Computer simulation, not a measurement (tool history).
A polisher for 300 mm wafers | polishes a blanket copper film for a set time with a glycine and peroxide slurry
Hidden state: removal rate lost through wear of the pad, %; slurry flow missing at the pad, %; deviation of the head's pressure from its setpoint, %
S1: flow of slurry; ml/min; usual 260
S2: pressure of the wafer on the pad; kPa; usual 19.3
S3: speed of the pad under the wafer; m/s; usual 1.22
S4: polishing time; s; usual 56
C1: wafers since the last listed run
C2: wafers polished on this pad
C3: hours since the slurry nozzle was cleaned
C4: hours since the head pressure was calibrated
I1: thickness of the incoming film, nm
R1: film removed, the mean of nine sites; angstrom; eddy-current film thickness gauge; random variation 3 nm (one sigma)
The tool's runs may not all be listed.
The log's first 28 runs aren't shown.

run 29 hour=329.9 | S1=260 S2=19.3 S3=1.22 S4=56 | C1=118 C2=815 C3=197.2 C4=241.6 | I1=2246.7 | R1=3170
-- hour=347.5 worn pad replaced by a new one
run 30 hour=348 | S1=260 S2=19.3 S3=1.22 S4=73 | C1=102 C2=3 C3=215.3 C4=259.7 | I1=2270.7 | R1=4400
run 31 hour=363.1 | S1=260 S2=19.3 S3=1.22 S4=56 | C1=109 C2=113 C3=230.4 C4=274.8 | I1=2291.1 | R1=3342
run 32 hour=374.8 | S1=350 S2=19.3 S3=1.22 S4=56 | C1=84 C2=197 C3=242.1 C4=286.5 | I1=2257.1 | R1=3343
run 33 hour=392.7 | S1=185 S2=19.3 S3=1.22 S4=71 | C1=129 C2=327 C3=260 C4=304.4 | I1=2246.2 | R1=3879
run 34 hour=408 | S1=175 S2=19.3 S3=1.22 S4=44 | C1=110 C2=438 C3=275.3 C4=319.7 | I1=2257.3 | R1=2403
run 35 hour=416.6 | S1=290 S2=19.3 S3=1.22 S4=56 | C1=62 C2=500 C3=283.9 C4=328.3 | I1=2259.4 | R1=3210
run 36 hour=462.1 | S1=260 S2=19.3 S3=1.36 S4=56 | C1=329 C2=829 C3=329.4 C4=373.8 | I1=2308.4 | R1=3467

Forecast each of these 5 alternatives for the next run:
run A hour=462.5 | S1=260 S2=19.3 S3=1.22 S4=56 | C1=2 C2=832 C3=329.8 C4=374.2 | I1=2247.6 | R1=?
run B hour=462.5 | S1=190 S2=19.3 S3=1.22 S4=56 | C1=2 C2=832 C3=329.8 C4=374.2 | I1=2247.6 | R1=?
run C hour=462.5 | S1=260 S2=19.3 S3=1.22 S4=48 | C1=2 C2=832 C3=329.8 C4=374.2 | I1=2247.6 | R1=?
run D hour=462.5 | S1=210 S2=19.3 S3=1.22 S4=56 | C1=2 C2=832 C3=329.8 C4=374.2 | I1=2247.6 | R1=?
run E hour=462.5 | S1=260 S2=22.1 S3=0.82 S4=56 | C1=2 C2=832 C3=329.8 C4=374.2 | I1=2247.6 | R1=?

run=A R1=3150
run=B R1=3017
run=C R1=2700
run=D R1=3064
run=E R1=2499
Without the tool's hidden state the same runs would have given:
run=A R1=3344
run=B R1=3204
run=C R1=2867
run=D R1=3254
run=E R1=2654

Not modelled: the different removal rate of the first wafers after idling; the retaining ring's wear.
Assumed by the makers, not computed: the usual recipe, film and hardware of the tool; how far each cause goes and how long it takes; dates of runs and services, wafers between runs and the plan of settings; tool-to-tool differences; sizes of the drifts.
